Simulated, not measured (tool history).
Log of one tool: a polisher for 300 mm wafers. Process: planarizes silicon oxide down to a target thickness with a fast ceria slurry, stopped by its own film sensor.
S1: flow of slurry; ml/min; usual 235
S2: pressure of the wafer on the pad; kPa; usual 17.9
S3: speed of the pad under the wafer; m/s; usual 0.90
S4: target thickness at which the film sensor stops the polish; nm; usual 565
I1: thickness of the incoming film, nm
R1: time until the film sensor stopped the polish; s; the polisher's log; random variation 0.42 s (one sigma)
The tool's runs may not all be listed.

{"run": 1, "hour": 0.0, "S1": 235, "S2": 17.9, "S3": 0.9, "S4": 565, "I1": 1244.3, "R1": 41.9}
{"run": 2, "hour": 68.7, "S1": 235, "S2": 17.9, "S3": 0.9, "S4": 565, "I1": 1259.7, "R1": 42.8}
{"hour": 79.8, "done": "worn pad replaced by a new one"}
{"run": 3, "hour": 89.2, "S1": 235, "S2": 17.9, "S3": 0.9, "S4": 565, "I1": 1273.8, "R1": 43.5}
{"run": 4, "hour": 110.9, "S1": 235, "S2": 13.1, "S3": 1.12, "S4": 565, "I1": 1264.4, "R1": 50.7}
{"run": 5, "hour": 141.7, "S1": 235, "S2": 13.1, "S3": 1.12, "S4": 565, "I1": 1254.4, "R1": 50.5}
{"hour": 169.3, "done": "worn pad replaced by a new one"}
{"run": 6, "hour": 172.5, "S1": 235, "S2": 17.9, "S3": 0.9, "S4": 565, "I1": 1258.6, "R1": 43.3}
{"run": 7, "hour": 186.4, "S1": 235, "S2": 21.4, "S3": 0.9, "S4": 371, "I1": 1271.0, "R1": 48.3}
{"run": 8, "hour": 208.1, "S1": 235, "S2": 17.9, "S3": 0.9, "S4": 565, "I1": 1260.6, "R1": 44.5}
{"run": 9, "hour": 238.6, "S1": 235, "S2": 17.9, "S3": 0.9, "S4": 565, "I1": 1257.6, "R1": 44.3}
{"hour": 254.6, "done": "slurry nozzle cleaned"}
{"hour": 268.1, "done": "worn pad replaced by a new one"}
{"run": 10, "hour": 273.3, "S1": 235, "S2": 17.9, "S3": 0.9, "S4": 565, "I1": 1272.1, "R1": 42.8}
{"run": 11, "hour": 285.5, "S1": 235, "S2": 22.8, "S3": 0.9, "S4": 565, "I1": 1271.2, "R1": 33.8}
{"run": 12, "hour": 310.5, "S1": 235, "S2": 17.9, "S3": 0.9, "S4": 565, "I1": 1262.9, "R1": 42.2}
{"run": 13, "hour": 324.4, "S1": 180, "S2": 17.9, "S3": 0.76, "S4": 565, "I1": 1246.5, "R1": 49.1}
{"run": 14, "hour": 351.3, "S1": 235, "S2": 14.5, "S3": 1.16, "S4": 565, "I1": 1274.7, "R1": 44.5}
{"hour": 378.0, "done": "worn pad replaced by a new one"}
{"run": 15, "hour": 383.9, "S1": 235, "S2": 17.9, "S3": 0.9, "S4": 565, "I1": 1250.7, "R1": 41.8}
{"hour": 387.2, "done": "head pressure recalibrated"}
{"run": 16, "hour": 413.0, "S1": 235, "S2": 17.9, "S3": 0.78, "S4": 463, "I1": 1274.3, "R1": 54.9}
{"run": 17, "hour": 435.1, "S1": 235, "S2": 17.9, "S3": 0.9, "S4": 565, "I1": 1273.9, "R1": 44.7}
{"run": 18, "hour": 459.4, "S1": 195, "S2": 15.9, "S3": 1.0, "S4": 400, "I1": 1266.5, "R1": 58.6}
{"hour": 476.5, "done": "worn pad replaced by a new one"}
{"run": 19, "hour": 483.6, "S1": 170, "S2": 20.0, "S3": 0.9, "S4": 686, "I1": 1249.4, "R1": 32.3}
{"run": 20, "hour": 501.1, "S1": 200, "S2": 15.2, "S3": 1.12, "S4": 787, "I1": 1258.2, "R1": 30.2}
{"run": 21, "hour": 516.6, "S1": 285, "S2": 17.9, "S3": 0.8, "S4": 565, "I1": 1262.4, "R1": 46.6}

4 ways to go on from here, each from the tool as it stands after run 21. What would each give?
{"run": "A", "hour": 517.0, "S1": 235, "S2": 17.9, "S3": 0.9, "S4": 440, "I1": 1244.1, "R1": "?"}
{"run": "B", "hour": 517.0, "S1": 235, "S2": 17.9, "S3": 0.9, "S4": 801, "I1": 1244.1, "R1": "?"}
{"run": "C", "hour": 517.0, "S1": 235, "S2": 15.2, "S3": 0.9, "S4": 404, "I1": 1244.1, "R1": "?"}
{"run": "D", "hour": 517.0, "S1": 235, "S2": 20.7, "S3": 0.9, "S4": 493, "I1": 1244.1, "R1": "?"}

run=A R1=50.1
run=B R1=27.6
run=C R1=61.8
run=D R1=40.5
Without the tool's hidden state the same runs would have given:
run=A R1=48.5
run=B R1=26.7
run=C R1=59.9
run=D R1=39.3
